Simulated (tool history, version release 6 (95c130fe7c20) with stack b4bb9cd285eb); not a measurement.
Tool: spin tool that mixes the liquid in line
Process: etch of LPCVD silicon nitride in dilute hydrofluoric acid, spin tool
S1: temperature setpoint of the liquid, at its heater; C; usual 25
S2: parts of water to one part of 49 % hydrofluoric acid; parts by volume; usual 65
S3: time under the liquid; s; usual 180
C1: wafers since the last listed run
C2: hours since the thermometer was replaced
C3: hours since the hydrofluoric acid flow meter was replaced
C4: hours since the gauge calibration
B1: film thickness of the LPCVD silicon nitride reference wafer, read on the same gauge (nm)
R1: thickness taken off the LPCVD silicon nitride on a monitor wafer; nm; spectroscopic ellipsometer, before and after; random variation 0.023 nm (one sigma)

run 1 hour=0 | S1=25 S2=65 S3=180 | C1=0 C2=1509 C3=680.2 C4=238.8 | B1=49.987 | R1=1.407
run 2 hour=18.4 | S1=29 S2=65 S3=180 | C1=88 C2=1527.4 C3=698.6 C4=257.2 | B1=49.998 | R1=1.738
run 3 hour=38.5 | S1=29 S2=65 S3=180 | C1=96 C2=1547.5 C3=718.7 C4=277.3 | B1=49.996 | R1=1.809
run 4 hour=57.6 | S1=29 S2=65 S3=180 | C1=92 C2=1566.6 C3=737.8 C4=296.4 | B1=50.001 | R1=1.884
run 5 hour=76.6 | S1=25 S2=65 S3=180 | C1=91 C2=1585.6 C3=756.8 C4=315.4 | B1=49.998 | R1=1.4
run 6 hour=92 | S1=25 S2=65 S3=180 | C1=74 C2=1601 C3=772.2 C4=330.8 | B1=49.999 | R1=1.415
run 7 hour=111.9 | S1=25 S2=65 S3=180 | C1=96 C2=1620.9 C3=792.1 C4=350.7 | B1=50.01 | R1=1.417
run 8 hour=125.5 | S1=25 S2=65 S3=180 | C1=65 C2=1634.5 C3=805.7 C4=364.3 | B1=50.012 | R1=1.419
run 9 hour=139.6 | S1=25 S2=65 S3=180 | C1=68 C2=1648.6 C3=819.8 C4=378.4 | B1=50.009 | R1=1.363
run 10 hour=168.3 | S1=25 S2=65 S3=180 | C1=138 C2=1677.3 C3=848.5 C4=407.1 | B1=50.014 | R1=1.422
run 11 hour=183.4 | S1=25 S2=65 S3=180 | C1=72 C2=1692.4 C3=863.6 C4=422.2 | B1=49.986 | R1=1.414
run 12 hour=200.5 | S1=25 S2=65 S3=135 | C1=82 C2=1709.5 C3=880.7 C4=439.3 | B1=50.002 | R1=1.014
run 13 hour=235.7 | S1=25 S2=65 S3=135 | C1=169 C2=1744.7 C3=915.9 C4=474.5 | B1=49.991 | R1=1.064
run 14 hour=259.9 | S1=25 S2=75 S3=180 | C1=116 C2=1768.9 C3=940.1 C4=498.7 | B1=50.003 | R1=1.223
-- hour=279 hydrofluoric acid flow meter replaced
run 15 hour=293.6 | S1=25 S2=65 S3=180 | C1=157 C2=1802.6 C3=14.6 C4=532.4 | B1=49.995 | R1=1.31
run 16 hour=323.5 | S1=28 S2=40 S3=180 | C1=144 C2=1832.5 C3=44.5 C4=562.3 | B1=49.986 | R1=2.625
-- hour=327.1 gauge calibrated
run 17 hour=358.3 | S1=25 S2=65 S3=180 | C1=167 C2=1867.3 C3=79.3 C4=31.2 | B1=50.009 | R1=1.301
run 18 hour=381.9 | S1=25 S2=50 S3=85 | C1=113 C2=1890.9 C3=102.9 C4=54.8 | B1=50.016 | R1=0.835
run 19 hour=411.6 | S1=25 S2=65 S3=250 | C1=143 C2=1920.6 C3=132.6 C4=84.5 | B1=49.998 | R1=1.845
run 20 hour=436.2 | S1=25 S2=85 S3=140 | C1=118 C2=1945.2 C3=157.2 C4=109.1 | B1=49.992 | R1=0.787
run 21 hour=494.3 | S1=29 S2=55 S3=255 | C1=280 C2=2003.3 C3=215.3 C4=167.2 | B1=50.009 | R1=2.89
run 22 hour=510.8 | S1=25 S2=65 S3=270 | C1=79 C2=2019.8 C3=231.8 C4=183.7 | B1=49.985 | R1=1.992
run 23 hour=524.2 | S1=25 S2=75 S3=95 | C1=64 C2=2033.2 C3=245.2 C4=197.1 | B1=50.002 | R1=0.624
-- hour=545.6 thermometer replaced
run 24 hour=553.2 | S1=25 S2=65 S3=180 | C1=135 C2=7.6 C3=274.2 C4=226.1 | B1=50.006 | R1=1.307
run 25 hour=568.7 | S1=22 S2=55 S3=180 | C1=74 C2=23.1 C3=289.7 C4=241.6 | B1=49.989 | R1=1.29
run 26 hour=585.5 | S1=20.5 S2=80 S3=265 | C1=81 C2=39.9 C3=306.5 C4=258.4 | B1=50.015 | R1=1.196
run 27 hour=609.1 | S1=20 S2=40 S3=180 | C1=113 C2=63.5 C3=330.1 C4=282 | B1=49.984 | R1=1.55
run 28 hour=641.7 | S1=20.5 S2=95 S3=255 | C1=157 C2=96.1 C3=362.7 C4=314.6 | B1=49.993 | R1=0.975
run 29 hour=666.5 | S1=25 S2=65 S3=180 | C1=119 C2=120.9 C3=387.5 C4=339.4 | B1=50.006 | R1=1.337
run 30 hour=685.4 | S1=28 S2=65 S3=215 | C1=91 C2=139.8 C3=406.4 C4=358.3 | B1=50.005 | R1=1.982
run 31 hour=718.1 | S1=25 S2=65 S3=115 | C1=157 C2=172.5 C3=439.1 C4=391 | B1=49.997 | R1=0.852
run 32 hour=742.8 | S1=25 S2=65 S3=180 | C1=119 C2=197.2 C3=463.8 C4=415.7 | B1=50.012 | R1=1.362
run 33 hour=754.8 | S1=25 S2=65 S3=180 | C1=57 C2=209.2 C3=475.8 C4=427.7 | B1=50.009 | R1=1.361

Hidden state or all else? Some run-to-run changes of R1, split into what the settings, what came in and random variation would give without the hidden state, and what is left for the hidden state (with any gauge scatter that isn't in both results):
The hidden state here: liquid colder than its thermometer reads (K); hydrofluoric acid flow above the setpoint (%); gauge reads high (%).
Run 14 -> 15: S2 75 -> 65, hydrofluoric acid flow meter replaced. R1 +0.087 nm: hidden state -0.097, all else +0.184.
Run 16 -> 17: S1 28 -> 25, S2 40 -> 65, gauge calibrated. R1 -1.324 nm: hidden state -0.021, all else -1.303.
Run 20 -> 21: S1 25 -> 29, S2 85 -> 55, S3 140 -> 255. R1 +2.103 nm: hidden state +0.08, all else +2.023.
Run 22 -> 23: S2 65 -> 75, S3 270 -> 95. R1 -1.368 nm: hidden state -0.051, all else -1.317.
Run 30 -> 31: S1 28 -> 25, S3 215 -> 115. R1 -1.13 nm: hidden state -0.06, all else -1.07.

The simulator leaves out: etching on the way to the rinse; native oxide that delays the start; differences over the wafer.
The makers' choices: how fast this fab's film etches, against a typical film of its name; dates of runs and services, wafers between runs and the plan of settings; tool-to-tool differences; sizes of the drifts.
